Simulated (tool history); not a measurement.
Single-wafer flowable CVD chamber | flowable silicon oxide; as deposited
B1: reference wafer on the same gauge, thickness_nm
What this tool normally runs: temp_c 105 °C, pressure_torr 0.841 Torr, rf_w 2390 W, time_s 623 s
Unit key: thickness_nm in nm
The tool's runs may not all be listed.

run 1 day=0 | temp_c=105 pressure_torr=0.892 rf_w=2210 time_s=623 | B1=419.213 | thickness_nm=365.625
run 2 day=2.188 | temp_c=105 pressure_torr=0.892 rf_w=2210 time_s=623 | B1=418.569 | thickness_nm=364.271
run 3 day=4.383 | temp_c=105 pressure_torr=0.841 rf_w=2390 time_s=623 | B1=418.932 | thickness_nm=349.29
run 4 day=6.917 | temp_c=105 pressure_torr=0.841 rf_w=2390 time_s=571 | B1=418.704 | thickness_nm=318.573
run 5 day=8.338 | temp_c=105 pressure_torr=0.841 rf_w=2390 time_s=571 | B1=418.943 | thickness_nm=317.031
run 6 day=10.062 | temp_c=105 pressure_torr=0.841 rf_w=2390 time_s=571 | B1=419.136 | thickness_nm=318.018
-- day=11.475 capacitance manometer re-zeroed and calibrated
run 7 day=11.496 | temp_c=105 pressure_torr=0.841 rf_w=2390 time_s=623 | B1=418.997 | thickness_nm=347.742
run 8 day=13.204 | temp_c=105 pressure_torr=0.841 rf_w=2390 time_s=623 | B1=418.892 | thickness_nm=346.314
-- day=15.425 gauge calibrated
-- day=20.05 thermocouple changed; heater temperature recalibrated
run 9 day=21.921 | temp_c=109 pressure_torr=1.044 rf_w=2390 time_s=623 | B1=419.07 | thickness_nm=388
run 10 day=24.146 | temp_c=100 pressure_torr=0.917 rf_w=2795 time_s=623 | B1=418.906 | thickness_nm=454.125
run 11 day=25.712 | temp_c=105 pressure_torr=0.841 rf_w=2815 time_s=623 | B1=418.864 | thickness_nm=355.523
-- day=26.512 RF generator calibrated
run 12 day=26.733 | temp_c=120 pressure_torr=0.841 rf_w=2390 time_s=623 | B1=419.089 | thickness_nm=229.77
-- day=27.467 showerhead replaced
run 13 day=28.783 | temp_c=105 pressure_torr=0.841 rf_w=2390 time_s=623 | B1=418.76 | thickness_nm=351.858
run 14 day=31.496 | temp_c=109 pressure_torr=0.714 rf_w=2235 time_s=520 | B1=419.109 | thickness_nm=218.682
run 15 day=33.429 | temp_c=105 pressure_torr=0.892 rf_w=2210 time_s=623 | B1=419.152 | thickness_nm=369.026
run 16 day=34.5 | temp_c=101 pressure_torr=0.841 rf_w=2390 time_s=623 | B1=418.811 | thickness_nm=394.671

Branching from run 16: 5 alternative next runs. What would each branch give?
run A day=34.525 | temp_c=105 pressure_torr=0.841 rf_w=2390 time_s=523 | B1=? | thickness_nm=?
run B day=34.525 | temp_c=105 pressure_torr=0.841 rf_w=2390 time_s=561 | B1=? | thickness_nm=?
run C day=34.525 | temp_c=96 pressure_torr=0.781 rf_w=2755 time_s=659 | B1=? | thickness_nm=?
run D day=34.525 | temp_c=117 pressure_torr=0.941 rf_w=2225 time_s=661 | B1=? | thickness_nm=?
run E day=34.525 | temp_c=105 pressure_torr=0.671 rf_w=1935 time_s=686 | B1=? | thickness_nm=?

run=A B1=419.418 thickness_nm=292.127
run=B B1=419.418 thickness_nm=313.352
run=C B1=419.418 thickness_nm=455.086
run=D B1=419.418 thickness_nm=289.857
run=E B1=419.418 thickness_nm=296.215
Without the tool's hidden state the same runs would have given:
run=A thickness_nm=295.634
run=B thickness_nm=317.115
run=C thickness_nm=460.466
run=D thickness_nm=293.063
run=E thickness_nm=299.772
